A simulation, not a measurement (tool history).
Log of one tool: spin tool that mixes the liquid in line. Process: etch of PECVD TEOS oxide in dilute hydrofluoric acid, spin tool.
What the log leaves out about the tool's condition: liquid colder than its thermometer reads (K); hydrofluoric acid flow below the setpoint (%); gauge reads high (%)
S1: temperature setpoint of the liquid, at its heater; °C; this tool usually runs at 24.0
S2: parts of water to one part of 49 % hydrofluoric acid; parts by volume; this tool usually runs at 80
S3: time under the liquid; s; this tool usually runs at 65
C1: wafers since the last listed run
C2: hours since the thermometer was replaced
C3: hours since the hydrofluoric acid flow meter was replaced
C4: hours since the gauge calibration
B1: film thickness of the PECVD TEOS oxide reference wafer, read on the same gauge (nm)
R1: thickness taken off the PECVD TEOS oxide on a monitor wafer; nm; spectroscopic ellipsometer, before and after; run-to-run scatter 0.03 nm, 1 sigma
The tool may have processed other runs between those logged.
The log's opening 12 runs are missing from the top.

run	hour	S1	S2	S3	C1	C2	C3	C4	B1	R1
13	396.8	24.0	80	65	231	724.2	207.0	928.3	40.01	6.91
# hour 403.6: thermometer replaced
14	427.6	22.5	60	40	223	24.0	237.8	959.1	39.97	5.38
# hour 439.4: gauge calibrated
15	463.5	21.0	55	55	268	59.9	273.7	24.1	40.03	7.60
16	484.8	24.0	90	45	159	81.2	295.0	45.4	39.98	4.12
17	516.1	24.0	80	65	234	112.5	326.3	76.7	40.02	6.80
18	539.3	24.0	80	65	173	135.7	349.5	99.9	40.01	6.73
19	558.1	24.0	80	80	140	154.5	368.3	118.7	40.00	8.33
20	570.7	28.0	120	35	94	167.1	380.9	131.3	39.98	2.68
21	590.8	20.5	55	30	150	187.2	401.0	151.4	40.01	4.04
22	612.3	24.0	100	65	161	208.7	422.5	172.9	39.99	5.28
23	640.7	24.0	105	45	212	237.1	450.9	201.3	39.99	3.46
24	670.6	24.0	80	65	224	267.0	480.8	231.2	40.00	6.72
# hour 673.8: thermometer replaced, repeated, since the last time left the tool worse
25	695.2	21.0	95	100	176	21.4	505.4	255.8	39.99	7.97
26	730.5	22.5	120	30	264	56.7	540.7	291.1	39.98	1.94
27	745.9	21.0	80	105	115	72.1	556.1	306.5	40.01	10.04
28	770.2	24.0	80	65	182	96.4	580.4	330.8	40.00	7.03
29	782.6	24.0	80	65	92	108.8	592.8	343.2	40.00	6.98
30	811.5	24.0	80	65	216	137.7	621.7	372.1	40.03	7.02
31	847.2	27.0	95	100	267	173.4	657.4	407.8	40.00	10.02
32	916.0	28.0	95	45	515	242.2	726.2	476.6	39.97	4.71
33	930.4	24.0	110	85	107	256.6	740.6	491.0	40.02	6.38
34	947.1	28.5	80	65	125	273.3	757.3	507.7	39.97	8.39

Alternative continuations, all from the tool just after run 34; predict every row:
A	947.5	24.0	95	65	2	273.7	757.7	508.1	?	?
B	947.5	19.5	45	65	2	273.7	757.7	508.1	?	?
C	947.5	25.5	120	40	2	273.7	757.7	508.1	?	?

run	B1	R1
A	40.00	5.76
B	40.00	10.72
C	40.00	2.89
Had the tool no hidden state, the same runs would have come out as:
run	R1
A	5.83
B	10.86
C	2.92

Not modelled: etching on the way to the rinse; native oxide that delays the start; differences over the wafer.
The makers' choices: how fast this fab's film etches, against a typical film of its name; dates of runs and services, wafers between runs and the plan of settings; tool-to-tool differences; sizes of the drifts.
